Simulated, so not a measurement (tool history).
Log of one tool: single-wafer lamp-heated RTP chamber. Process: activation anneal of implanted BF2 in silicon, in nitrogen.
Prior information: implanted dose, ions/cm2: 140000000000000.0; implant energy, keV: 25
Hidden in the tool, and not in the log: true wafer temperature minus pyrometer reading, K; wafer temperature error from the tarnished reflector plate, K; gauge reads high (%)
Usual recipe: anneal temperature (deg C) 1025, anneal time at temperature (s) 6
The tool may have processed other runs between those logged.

run	hour	anneal temperature (deg C)	anneal time at temperature (s)	wafers since the last listed run	wafers since the last pyrometer calibration	wafers since the reflector plate was cleaned	hours since the gauge calibration	read-back reference wafer on the same gauge, sheet resistance	sheet resistance of the implanted and annealed layer (ohm/square)
1	0	1025	6	0	4861	4861	268.5	651.07	678.99
# hour 31.9: pyrometer window cleaned and pyrometer calibrated
2	32.4	1025	6	469	8	5330	300.9	652.04	679.91
# hour 51.6: gauge calibrated
3	56	1025	6	453	462	5784	4.4	647.15	677.09
4	87.2	1025	6	599	1062	6384	35.6	647.09	676.46
5	116.1	1025	6	555	1618	6940	64.5	647.41	677.02
6	150	1025	6	651	2270	7592	98.4	647.56	677.56
7	163.9	1025	6	267	2537	7859	112.3	647.78	677.14
8	178	1025	6	271	2808	8130	126.4	647.85	678.55
9	204.3	1025	6	505	3314	8636	152.7	648.86	676.9
10	226.2	1025	6	421	3735	9057	174.6	648.68	677.74
# hour 250: pyrometer window cleaned and pyrometer calibrated
11	254.6	1025	6	392	89	9449	203	649.26	678.12
12	277.2	1025	6	434	523	9884	225.6	650.09	679.62
13	302.4	1047	4	484	1008	10368	250.8	650.68	679.21
# hour 319.3: reflector plate cleaned
14	319.8	1050	4	180	1189	10	268.2	650.9	681.38
15	332.5	1013	9	244	1433	254	280.9	651.47	681.55
16	350.9	1046	9	353	1787	608	299.3	652.2	677.49
17	384.6	1025	6	648	2435	1256	333	653.74	685.35
18	403.6	1003	3	365	2800	1621	352	653.97	690.18
# hour 423.7: gauge calibrated
19	437.3	1025	6	648	3448	2269	13.6	645.98	675.12
20	462	1007	5	474	3923	2744	38.3	646.09	677.97
# hour 496.8: pyrometer window cleaned and pyrometer calibrated
21	497.3	1025	6	524	9	3269	73.6	646.38	677.29
22	523.8	1017	7	509	518	3779	100.1	646.07	676.15
23	557	1025	4	638	1157	4417	133.3	647.24	678.18
24	582	1017	8	480	1638	4898	158.3	647.22	676.11
25	610.2	1025	6	542	2180	5440	186.5	647.66	674.98

Hidden state at the last listed run before each entry between runs and at the first one after, where it differs:
From run 1 to run 2: pyrometer window cleaned and pyrometer calibrated (hour 31.9)
  gauge reads high (%): 0.604 -> 0.763
  measured minus no-state result, sheet resistance of the implanted and annealed layer (ohm/square): +4.07 -> +5.15
From run 2 to run 3: gauge calibrated (hour 51.6)
  gauge reads high (%): 0.763 -> 0.00424
  measured minus no-state result, sheet resistance of the implanted and annealed layer (ohm/square): +5.15 -> +0.03
From run 10 to run 11: pyrometer window cleaned and pyrometer calibrated (hour 250)
  gauge reads high (%): 0.267 -> 0.359
  measured minus no-state result, sheet resistance of the implanted and annealed layer (ohm/square): +1.81 -> +2.42
From run 13 to run 14: reflector plate cleaned (hour 319.3)
  gauge reads high (%): 0.546 -> 0.623
  measured minus no-state result, sheet resistance of the implanted and annealed layer (ohm/square): +3.69 -> +4.22
From run 18 to run 19: gauge calibrated (hour 423.7)
  gauge reads high (%): 1.07 -> -0.158
  measured minus no-state result, sheet resistance of the implanted and annealed layer (ohm/square): +7.31 -> -1.06
From run 20 to run 21: pyrometer window cleaned and pyrometer calibrated (hour 496.8)
  gauge reads high (%): -0.147 -> -0.113
  measured minus no-state result, sheet resistance of the implanted and annealed layer (ohm/square): -0.99 -> -0.76
